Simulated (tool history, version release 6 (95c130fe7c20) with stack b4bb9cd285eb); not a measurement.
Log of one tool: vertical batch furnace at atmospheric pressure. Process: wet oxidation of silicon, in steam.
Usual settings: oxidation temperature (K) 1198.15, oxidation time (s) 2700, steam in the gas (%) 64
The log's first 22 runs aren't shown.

| run | hour | oxidation temperature (K) | oxidation time (s) | steam in the gas (%) | read-back reference wafer on the same gauge, thickness | oxide thickness on the monitor wafer (nm) |
|---|---|---|---|---|---|---|
| 23 | 657.0 | 1198.15 | 1440 | 64 | 127.99 | 101.11 |
|  | 700.0 | thermocouples replaced and temperature profile calibrated |
| 24 | 700.5 | 1198.15 | 3420 | 64 | 128.05 | 174.23 |
| 25 | 715.6 | 1198.15 | 2700 | 64 | 128.11 | 148.91 |
| 26 | 742.0 | 1198.15 | 2700 | 64 | 128.03 | 148.28 |
| 27 | 770.3 | 1198.15 | 3780 | 64 | 127.89 | 185.45 |
| 28 | 782.9 | 1198.15 | 2700 | 64 | 128.00 | 148.25 |
| 29 | 806.7 | 1198.15 | 2700 | 57 | 127.94 | 137.69 |
| 30 | 838.3 | 1198.15 | 2700 | 64 | 127.97 | 148.08 |
| 31 | 865.7 | 1198.15 | 2700 | 64 | 128.00 | 148.47 |
| 32 | 901.2 | 1177.15 | 3780 | 56 | 127.99 | 139.96 |
| 33 | 918.6 | 1175.15 | 2700 | 55 | 127.94 | 110.82 |
| 34 | 936.5 | 1208.15 | 3450 | 64 | 127.98 | 190.22 |
| 35 | 965.6 | 1198.15 | 4050 | 54 | 127.88 | 173.91 |
| 36 | 1070.8 | 1198.15 | 1530 | 60 | 127.94 | 101.00 |
| 37 | 1101.7 | 1220.15 | 2100 | 64 | 127.98 | 151.21 |

5 ways to go on from here, each from the tool as it stands after run 37. What would each give?
| A | 1105.5 | 1198.15 | 2700 | 64 | ? | ? |
| B | 1105.5 | 1198.15 | 2700 | 74 | ? | ? |
| C | 1105.5 | 1221.15 | 2700 | 64 | ? | ? |
| D | 1105.5 | 1185.15 | 3720 | 75 | ? | ? |
| E | 1105.5 | 1219.15 | 3750 | 54 | ? | ? |

| run | read-back reference wafer on the same gauge, thickness | oxide thickness on the monitor wafer (nm) |
|---|---|---|
| A | 127.96 | 148.07 |
| B | 127.96 | 163.12 |
| C | 127.96 | 179.78 |
| D | 127.96 | 182.46 |
| E | 127.96 | 196.88 |
Without the tool's hidden state the same runs would have given:
| run | oxide thickness on the monitor wafer (nm) |
|---|---|
| A | 149.95 |
| B | 165.25 |
| C | 182.12 |
| D | 184.91 |
| E | 199.49 |
